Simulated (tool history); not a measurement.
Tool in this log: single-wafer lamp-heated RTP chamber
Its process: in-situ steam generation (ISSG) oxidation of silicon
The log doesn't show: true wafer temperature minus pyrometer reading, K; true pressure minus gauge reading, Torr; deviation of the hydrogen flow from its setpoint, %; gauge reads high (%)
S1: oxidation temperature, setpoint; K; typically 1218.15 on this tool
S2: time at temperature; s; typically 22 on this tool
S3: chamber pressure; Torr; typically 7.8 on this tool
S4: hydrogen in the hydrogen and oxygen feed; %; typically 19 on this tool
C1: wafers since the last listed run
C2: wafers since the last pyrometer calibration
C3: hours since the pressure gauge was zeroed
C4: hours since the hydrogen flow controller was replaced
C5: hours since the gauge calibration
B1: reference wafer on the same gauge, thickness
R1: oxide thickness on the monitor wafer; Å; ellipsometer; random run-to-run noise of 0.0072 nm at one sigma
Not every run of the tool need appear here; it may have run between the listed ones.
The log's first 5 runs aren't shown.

run	hour	S1	S2	S3	S4	C1	C2	C3	C4	C5	B1	R1
6	116.1	1218.15	22	7.8	19	331	3319	3743.9	2362.2	202	3.93	48.4
7	135.4	1218.15	22	7.8	19	270	3590	3763.2	2381.5	221.3	3.93	48.35
8	158.7	1218.15	22	7.8	19	326	3916	3786.5	2404.8	244.6	3.929	48.35
9	180.5	1218.15	22	6.9	17	305	4221	3808.3	2426.6	266.4	3.928	46.8
# hour 215.7: pyrometer window cleaned and pyrometer calibrated
10	216.2	1218.15	22	6.9	17	387	6	3844	2462.3	302.1	3.93	46.47
11	239.3	1218.15	22	6.9	17	323	330	3867.1	2485.4	325.2	3.929	46.55
12	258.1	1218.15	22	6.9	19	263	593	3885.9	2504.2	344	3.929	47.8
13	275.9	1229.15	22	7.8	19	249	842	3903.7	2522	361.8	3.931	49.87
14	289.2	1229.15	22	7.8	19	186	1028	3917	2535.3	375.1	3.931	49.87
15	301.3	1218.15	25	7.8	19	169	1198	3929.1	2547.4	387.2	3.931	50.81
16	322.8	1199.15	27	8.2	14	301	1499	3950.6	2568.9	408.7	3.931	46.47
17	350.4	1218.15	16	6.9	19	386	1886	3978.2	2596.5	436.3	3.931	42.16
# hour 360.7: hydrogen flow controller replaced
18	380.4	1218.15	22	6.9	17	308	2194	4008.2	19.7	466.3	3.93	46.78
19	415.8	1224.15	29	6.9	15	495	2689	4043.6	55.1	501.7	3.931	52.54
# hour 436.5: pressure gauge zeroed
20	450.8	1206.15	18	8.6	19	378	3068	14.3	90.1	536.7	3.93	42.95
# hour 475.2: pyrometer window cleaned and pyrometer calibrated
21	486.3	1204.15	22	7.8	19	385	154	49.8	125.6	572.2	3.929	46.13
22	501.2	1209.15	15	7.8	23	208	363	64.7	140.5	587.1	3.93	42.23
23	529.3	1218.15	22	9	19	393	756	92.8	168.6	615.2	3.928	47.81
# hour 545.1: gauge calibrated
24	565.3	1218.15	22	7.8	19	504	1261	128.8	204.6	20.2	3.931	48.24
25	592.4	1235.15	22	7.8	16	379	1640	155.9	231.7	47.3	3.929	49.01
26	612.8	1218.15	22	7.8	19	285	1926	176.3	252.1	67.7	3.929	48.26
27	643.1	1218.15	22	7.8	13	424	2350	206.6	282.4	98	3.931	44.46
28	675.7	1237.15	19	7.8	25	456	2807	239.2	315	130.6	3.929	51.43
29	704.1	1218.15	24	7.8	19	397	3204	267.6	343.4	159	3.931	50.05
# hour 731.3: pyrometer window cleaned and pyrometer calibrated
30	731.8	1218.15	27	9.1	13	275	7	295.3	371.1	186.7	3.929	48.09

Here are 5 independent what-if runs from the current tool condition. What would each one return?
A	732.2	1218.15	22	7.8	19	5	13	295.7	371.5	187.1	?	?
B	732.2	1218.15	17	9	14	5	13	295.7	371.5	187.1	?	?
C	732.2	1224.15	24	8.4	23	5	13	295.7	371.5	187.1	?	?
D	732.2	1208.15	29	7.8	19	5	13	295.7	371.5	187.1	?	?
E	732.2	1210.15	17	6.9	12	5	13	295.7	371.5	187.1	?	?

run	B1	R1
A	3.931	47.98
B	3.931	40.24
C	3.931	52.84
D	3.931	52.32
E	3.931	37.92
Without the tool's unlogged condition, the same runs would have read:
run	R1
A	47.93
B	40.2
C	52.78
D	52.26
E	37.89

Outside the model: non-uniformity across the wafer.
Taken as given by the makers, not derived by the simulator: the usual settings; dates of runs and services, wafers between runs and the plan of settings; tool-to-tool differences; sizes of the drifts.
